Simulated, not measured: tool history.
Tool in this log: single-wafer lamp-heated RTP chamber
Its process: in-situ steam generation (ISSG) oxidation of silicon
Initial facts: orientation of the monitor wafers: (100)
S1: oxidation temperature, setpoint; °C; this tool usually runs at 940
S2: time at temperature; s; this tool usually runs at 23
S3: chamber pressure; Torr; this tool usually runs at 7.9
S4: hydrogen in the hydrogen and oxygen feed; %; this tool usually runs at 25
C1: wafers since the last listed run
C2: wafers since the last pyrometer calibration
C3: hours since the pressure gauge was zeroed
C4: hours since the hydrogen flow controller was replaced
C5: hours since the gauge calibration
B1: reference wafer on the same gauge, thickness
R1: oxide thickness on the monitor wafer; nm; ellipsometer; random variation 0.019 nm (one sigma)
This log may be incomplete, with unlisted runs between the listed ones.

run   hour   S1  S2   S3  S4   C1    C2      C3      C4     C5     B1     R1
  1      0  940  23  7.9  25    0   153  1421.9  4684.3  381.8  4.008  4.509
  2   15.8  940  23  7.9  25  167   321  1437.7  4700.1  397.6  4.006  4.549
      46.3  -- hydrogen flow controller replaced
      59.5  -- pressure gauge zeroed
  3     64  940  23  7.9  27  341   663     4.5    17.7  445.8  4.005  4.651
  4   70.9  940  23  7.9  25   73   736    11.4    24.6  452.7  4.007  4.581
  5   85.1  940  23  8.8  25  150   887    25.6    38.8  466.9  4.008  4.516
  6   98.8  940  23  7.9  25  145  1032    39.3    52.5  480.6  4.009  4.574
  7  126.8  940  16    9  25  297  1329    67.3    80.5  508.6   4.01  3.939
  8  143.3  947  23  7.9  25  175  1504    83.8      97  525.1  4.007  4.657
  9  156.4  933  23  7.9  32  139  1643    96.9   110.1  538.2  4.008  4.788
 10  165.3  940  23  7.9  25   94  1738   105.8     119  547.1  4.015  4.604
 11  179.3  940  28  7.9  25  148  1887   119.8     133  561.1  4.013  4.952
 12  197.3  929  23  7.9  32  191  2078   137.8     151  579.1  4.014  4.715
 13  215.2  940  23  7.9  25  189  2268   155.7   168.9    597  4.012   4.59
 14  232.7  940  23  6.9  25  185  2453   173.2   186.4  614.5  4.003  4.593
 15  247.4  940  27  8.8  31  156  2609   187.9   201.1  629.2  4.011   5.14
     258.6  -- gauge calibrated
 16  264.1  950  30  6.9  25  177  2786   204.6   217.8    5.5  4.004   5.34
 17  275.7  934  23  6.9  25  123  2910   216.2   229.4   17.1  4.014  4.502
 18  287.9  940  32  7.5  25  129  3039   228.4   241.6   29.3  4.011  5.282
 19  300.9  940  23  6.9  22  137  3177   241.4   254.6   42.3  4.014  4.426
 20  310.5  931  27  7.4  28  101  3279     251   264.2   51.9   4.01   4.93
 21  324.9  940  23  7.9  25  152  3432   265.4   278.6   66.3  4.007  4.606
 22  334.9  928  23    9  25  106  3538   275.4   288.6   76.3  4.011  4.415
 23  352.4  940  23  7.4  25  185  3724   292.9   306.1   93.8  4.009  4.584
 24  365.4  925  28  7.9  25  137  3862   305.9   319.1  106.8  4.006  4.793
 25    378  940  23  7.9  25  133  3995   318.5   331.7  119.4  4.008   4.64
 26  387.5  952  27  7.9  25  100  4096     328   341.2  128.9  4.013  5.141
 27  406.3  940  14  7.9  25  199  4296   346.8     360  147.7  4.007  3.829
 28  415.4  951  23  8.5  25   96  4392   355.9   369.1  156.8  4.014  4.714
 29  422.8  925  23  7.3  25   78  4471   363.3   376.5  164.2  4.012  4.419
 30  458.4  928  23  7.9  25  377  4849   398.9   412.1  199.8  4.007  4.455

5 ways to go on from here, each from the tool as it stands after run 30. What would each give?
  A  458.8  940  23  7.9  25   4  4853  399.3  412.5  200.2   ?   ?
  B  458.8  923  27  8.9  19   4  4853  399.3  412.5  200.2   ?   ?
  C  458.8  940  26  7.9  25   4  4853  399.3  412.5  200.2   ?   ?
  D  458.8  940  23  7.9  18   4  4853  399.3  412.5  200.2   ?   ?
  E  458.8  940  32  7.9  25   4  4853  399.3  412.5  200.2   ?   ?

run     B1     R1
  A  4.002  4.625
  B  4.002  4.389
  C  4.002  4.869
  D  4.002  4.288
  E  4.002  5.333
The same runs, with their run-to-run variation unchanged, on a tool lacking any hidden condition would have given:
run     R1
  A  4.519
  B  4.292
  C  4.752
  D  4.191
  E  5.198

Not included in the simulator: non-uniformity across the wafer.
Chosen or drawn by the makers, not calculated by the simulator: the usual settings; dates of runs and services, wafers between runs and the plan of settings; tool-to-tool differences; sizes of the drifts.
